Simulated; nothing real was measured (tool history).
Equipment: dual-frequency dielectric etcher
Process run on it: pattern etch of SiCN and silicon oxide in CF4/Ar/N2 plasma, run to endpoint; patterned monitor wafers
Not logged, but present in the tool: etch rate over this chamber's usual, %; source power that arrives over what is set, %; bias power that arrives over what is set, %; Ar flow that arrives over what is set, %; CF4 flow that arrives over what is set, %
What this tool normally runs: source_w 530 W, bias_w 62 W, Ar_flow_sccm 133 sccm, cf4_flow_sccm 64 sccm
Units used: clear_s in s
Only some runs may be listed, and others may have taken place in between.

run	hour	source_w	bias_w	Ar_flow_sccm	cf4_flow_sccm	wafers since the last listed run	hours since the last wet clean	hours since the last source power generator calibration	hours since the last bias power generator calibration	hours since the last Ar flow controller change	hours since the last CF4 flow controller change	hours since the last upper electrode change	incoming incoming film thickness, nm	clear_s
1	0	530	62	133	64	0	204.8	4121	3107.4	5278.7	4167.8	2510.2	16.65	18.2
# hour 32.7: Ar flow controller replaced
2	35.1	530	62	133	64	705	239.9	4156.1	3142.5	2.4	4202.9	2545.3	16.46	18
3	48.8	530	62	133	64	331	253.6	4169.8	3156.2	16.1	4216.6	2559	16.65	18.1
4	66.1	590	62	133	64	419	270.9	4187.1	3173.5	33.4	4233.9	2576.3	16.52	16
5	89.1	530	62	133	64	557	293.9	4210.1	3196.5	56.4	4256.9	2599.3	16.64	18.1
# hour 102.2: bias power generator calibrated
6	121.2	530	62	133	64	680	326	4242.2	19	88.5	4289	2631.4	16.48	17.7
# hour 156: wet clean of the chamber
7	156.5	440	62	144	70	273	0.5	4277.5	54.3	123.8	4324.3	2666.7	16.67	22.9
8	181.8	400	62	108	59	613	25.8	4302.8	79.6	149.1	4349.6	2692	16.69	25.5
9	208.7	590	71	161	64	651	52.7	4329.7	106.5	176	4376.5	2718.9	16.58	16.6
10	241.7	430	55	145	64	799	85.7	4362.7	139.5	209	4409.5	2751.9	16.67	24.7
# hour 277.6: upper electrode replaced
11	278.1	530	62	133	64	300	122.1	4399.1	175.9	245.4	4445.9	0.5	16.53	18.5
12	288	530	62	133	57	239	132	4409	185.8	255.3	4455.8	10.4	16.52	18.9
13	308.4	470	62	111	64	494	152.4	4429.4	206.2	275.7	4476.2	30.8	16.47	20.3
14	343.9	530	62	150	64	860	187.9	4464.9	241.7	311.2	4511.7	66.3	16.59	18.8
# hour 363.8: source power generator calibrated
# hour 373.1: CF4 flow controller replaced
15	376	530	62	133	64	535	220	12.2	273.8	343.3	2.9	98.4	16.68	18.5
16	403.3	530	73	133	59	661	247.3	39.5	301.1	370.6	30.2	125.7	16.85	18.3
17	428.3	530	62	133	64	605	272.3	64.5	326.1	395.6	55.2	150.7	16.64	18.2
18	450.1	470	68	148	56	528	294.1	86.3	347.9	417.4	77	172.5	16.68	21.7
19	465.5	530	62	133	64	373	309.5	101.7	363.3	432.8	92.4	187.9	16.7	18.3
20	499	570	52	133	64	811	343	135.2	396.8	466.3	125.9	221.4	16.64	17.4
21	528	450	53	146	69	702	372	164.2	425.8	495.3	154.9	250.4	16.55	22.2
22	545.1	530	62	133	64	414	389.1	181.3	442.9	512.4	172	267.5	16.52	17.8
23	579	570	69	120	52	821	423	215.2	476.8	546.3	205.9	301.4	16.58	16.9
# hour 622.7: wet clean of the chamber
24	623.2	450	53	146	69	489	0.5	259.4	521	590.5	250.1	345.6	16.65	23.3

Selected run-to-run steps in clear_s, each split into two signed amounts: the part the tool would show with no hidden state at all (from settings, incoming material and random variation), and the remainder, which goes to the hidden state together with any gauge scatter not common to the measured and the hidden-state-free results:
Run 6 -> 7: source_w 530 -> 440, Ar_flow_sccm 133 -> 144, cf4_flow_sccm 64 -> 70, wet clean of the chamber. clear_s +5.2 s: hidden state +1, all else +4.2.
Run 8 -> 9: source_w 400 -> 590, bias_w 62 -> 71, Ar_flow_sccm 108 -> 161, cf4_flow_sccm 59 -> 64. clear_s -8.9 s: hidden state -0.1, all else -8.8.
Run 9 -> 10: source_w 590 -> 430, bias_w 71 -> 55, Ar_flow_sccm 161 -> 145. clear_s +8.1 s: hidden state -0.1, all else +8.2.
Run 23 -> 24: source_w 570 -> 450, bias_w 69 -> 53, Ar_flow_sccm 120 -> 146, cf4_flow_sccm 52 -> 69, wet clean of the chamber. clear_s +6.4 s: hidden state +0.7, all else +5.7.

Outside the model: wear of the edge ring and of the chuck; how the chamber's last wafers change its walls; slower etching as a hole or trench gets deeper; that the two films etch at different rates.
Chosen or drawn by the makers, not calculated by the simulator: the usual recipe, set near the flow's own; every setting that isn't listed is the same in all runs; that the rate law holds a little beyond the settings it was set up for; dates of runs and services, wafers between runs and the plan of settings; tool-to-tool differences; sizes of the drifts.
